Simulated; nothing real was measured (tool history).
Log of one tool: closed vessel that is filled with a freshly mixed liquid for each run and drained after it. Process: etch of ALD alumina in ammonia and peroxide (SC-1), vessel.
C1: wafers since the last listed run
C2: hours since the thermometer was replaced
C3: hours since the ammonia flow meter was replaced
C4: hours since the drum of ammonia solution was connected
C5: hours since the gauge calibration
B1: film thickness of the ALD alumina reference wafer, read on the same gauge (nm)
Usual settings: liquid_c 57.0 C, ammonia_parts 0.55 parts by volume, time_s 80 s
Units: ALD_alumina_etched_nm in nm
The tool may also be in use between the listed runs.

run 1 hour=0.0 | liquid_c=57.0 ammonia_parts=0.55 time_s=80 | C1=0 C2=1567.9 C3=517.0 C4=284.1 C5=212.6 | B1=70.018 | ALD_alumina_etched_nm=4.271
run 2 hour=13.7 | liquid_c=57.0 ammonia_parts=0.55 time_s=80 | C1=896 C2=1581.6 C3=530.7 C4=297.8 C5=226.3 | B1=69.982 | ALD_alumina_etched_nm=4.255
run 3 hour=22.4 | liquid_c=57.0 ammonia_parts=0.55 time_s=80 | C1=569 C2=1590.3 C3=539.4 C4=306.5 C5=235.0 | B1=70.004 | ALD_alumina_etched_nm=4.288
run 4 hour=37.9 | liquid_c=57.0 ammonia_parts=0.55 time_s=80 | C1=1013 C2=1605.8 C3=554.9 C4=322.0 C5=250.5 | B1=69.986 | ALD_alumina_etched_nm=4.224
run 5 hour=53.3 | liquid_c=57.0 ammonia_parts=0.55 time_s=80 | C1=1007 C2=1621.2 C3=570.3 C4=337.4 C5=265.9 | B1=70.012 | ALD_alumina_etched_nm=4.311
-- hour=56.0 gauge calibrated
run 6 hour=59.6 | liquid_c=57.0 ammonia_parts=0.75 time_s=115 | C1=412 C2=1627.5 C3=576.6 C4=343.7 C5=3.6 | B1=69.988 | ALD_alumina_etched_nm=6.266
run 7 hour=71.8 | liquid_c=57.0 ammonia_parts=0.75 time_s=115 | C1=797 C2=1639.7 C3=588.8 C4=355.9 C5=15.8 | B1=69.961 | ALD_alumina_etched_nm=6.282
run 8 hour=85.1 | liquid_c=60.0 ammonia_parts=0.55 time_s=80 | C1=869 C2=1653.0 C3=602.1 C4=369.2 C5=29.1 | B1=70.019 | ALD_alumina_etched_nm=4.978
run 9 hour=96.7 | liquid_c=60.0 ammonia_parts=0.55 time_s=80 | C1=758 C2=1664.6 C3=613.7 C4=380.8 C5=40.7 | B1=70.016 | ALD_alumina_etched_nm=4.983
run 10 hour=112.7 | liquid_c=57.0 ammonia_parts=0.55 time_s=70 | C1=1046 C2=1680.6 C3=629.7 C4=396.8 C5=56.7 | B1=69.957 | ALD_alumina_etched_nm=3.743
run 11 hour=127.7 | liquid_c=57.0 ammonia_parts=0.55 time_s=70 | C1=981 C2=1695.6 C3=644.7 C4=411.8 C5=71.7 | B1=69.992 | ALD_alumina_etched_nm=3.745
run 12 hour=139.5 | liquid_c=57.0 ammonia_parts=0.55 time_s=80 | C1=771 C2=1707.4 C3=656.5 C4=423.6 C5=83.5 | B1=69.990 | ALD_alumina_etched_nm=4.253
-- hour=144.2 new drum of ammonia solution connected
run 13 hour=147.5 | liquid_c=51.5 ammonia_parts=0.55 time_s=80 | C1=457 C2=1715.4 C3=664.5 C4=3.3 C5=91.5 | B1=70.032 | ALD_alumina_etched_nm=3.215
-- hour=153.9 thermometer replaced
run 14 hour=162.6 | liquid_c=67.0 ammonia_parts=0.30 time_s=50 | C1=922 C2=8.7 C3=679.6 C4=18.4 C5=106.6 | B1=70.044 | ALD_alumina_etched_nm=3.639
run 15 hour=171.7 | liquid_c=57.0 ammonia_parts=0.80 time_s=60 | C1=595 C2=17.8 C3=688.7 C4=27.5 C5=115.7 | B1=70.031 | ALD_alumina_etched_nm=2.868
run 16 hour=179.5 | liquid_c=57.0 ammonia_parts=0.55 time_s=50 | C1=510 C2=25.6 C3=696.5 C4=35.3 C5=123.5 | B1=69.967 | ALD_alumina_etched_nm=2.329
run 17 hour=187.4 | liquid_c=65.5 ammonia_parts=0.25 time_s=65 | C1=516 C2=33.5 C3=704.4 C4=43.2 C5=131.4 | B1=70.032 | ALD_alumina_etched_nm=4.342
-- hour=189.0 ammonia flow meter replaced
run 18 hour=197.1 | liquid_c=57.0 ammonia_parts=0.55 time_s=80 | C1=569 C2=43.2 C3=8.1 C4=52.9 C5=141.1 | B1=70.034 | ALD_alumina_etched_nm=3.710
run 19 hour=205.9 | liquid_c=57.0 ammonia_parts=0.55 time_s=80 | C1=575 C2=52.0 C3=16.9 C4=61.7 C5=149.9 | B1=69.996 | ALD_alumina_etched_nm=3.702
run 20 hour=214.5 | liquid_c=63.0 ammonia_parts=0.85 time_s=120 | C1=562 C2=60.6 C3=25.5 C4=70.3 C5=158.5 | B1=69.973 | ALD_alumina_etched_nm=7.948
run 21 hour=232.4 | liquid_c=57.0 ammonia_parts=0.25 time_s=95 | C1=1170 C2=78.5 C3=43.4 C4=88.2 C5=176.4 | B1=69.991 | ALD_alumina_etched_nm=4.125
run 22 hour=242.7 | liquid_c=57.0 ammonia_parts=0.85 time_s=80 | C1=673 C2=88.8 C3=53.7 C4=98.5 C5=186.7 | B1=70.009 | ALD_alumina_etched_nm=3.934
run 23 hour=250.4 | liquid_c=63.5 ammonia_parts=0.80 time_s=110 | C1=503 C2=96.5 C3=61.4 C4=106.2 C5=194.4 | B1=69.969 | ALD_alumina_etched_nm=7.440
run 24 hour=263.3 | liquid_c=57.0 ammonia_parts=0.35 time_s=80 | C1=843 C2=109.4 C3=74.3 C4=119.1 C5=207.3 | B1=69.977 | ALD_alumina_etched_nm=3.605
run 25 hour=273.4 | liquid_c=57.0 ammonia_parts=0.25 time_s=110 | C1=660 C2=119.5 C3=84.4 C4=129.2 C5=217.4 | B1=70.005 | ALD_alumina_etched_nm=4.787
run 26 hour=285.7 | liquid_c=57.0 ammonia_parts=0.55 time_s=35 | C1=804 C2=131.8 C3=96.7 C4=141.5 C5=229.7 | B1=69.960 | ALD_alumina_etched_nm=1.635
run 27 hour=302.5 | liquid_c=57.0 ammonia_parts=0.55 time_s=80 | C1=1098 C2=148.6 C3=113.5 C4=158.3 C5=246.5 | B1=69.982 | ALD_alumina_etched_nm=3.738
run 28 hour=311.0 | liquid_c=61.0 ammonia_parts=0.65 time_s=30 | C1=555 C2=157.1 C3=122.0 C4=166.8 C5=255.0 | B1=69.954 | ALD_alumina_etched_nm=1.762
run 29 hour=317.9 | liquid_c=50.0 ammonia_parts=0.25 time_s=80 | C1=451 C2=164.0 C3=128.9 C4=173.7 C5=261.9 | B1=69.990 | ALD_alumina_etched_nm=2.387
-- hour=324.8 gauge calibrated
run 30 hour=335.3 | liquid_c=57.0 ammonia_parts=0.55 time_s=110 | C1=1138 C2=181.4 C3=146.3 C4=191.1 C5=10.5 | B1=69.983 | ALD_alumina_etched_nm=5.225

3 ways to go on from here, each from the tool as it stands after run 30. What would each give?
run A hour=336.0 | liquid_c=57.0 ammonia_parts=0.40 time_s=80 | C1=45 C2=182.1 C3=147.0 C4=191.8 C5=11.2 | B1=? | ALD_alumina_etched_nm=?
run B hour=336.0 | liquid_c=64.0 ammonia_parts=0.25 time_s=55 | C1=45 C2=182.1 C3=147.0 C4=191.8 C5=11.2 | B1=? | ALD_alumina_etched_nm=?
run C hour=336.0 | liquid_c=62.5 ammonia_parts=0.55 time_s=110 | C1=45 C2=182.1 C3=147.0 C4=191.8 C5=11.2 | B1=? | ALD_alumina_etched_nm=?

run=A B1=70.036 ALD_alumina_etched_nm=3.673
run=B B1=70.036 ALD_alumina_etched_nm=3.453
run=C B1=70.036 ALD_alumina_etched_nm=6.901
Without the tool's hidden state the same runs would have given:
run=A ALD_alumina_etched_nm=3.614
run=B ALD_alumina_etched_nm=3.400
run=C ALD_alumina_etched_nm=6.794
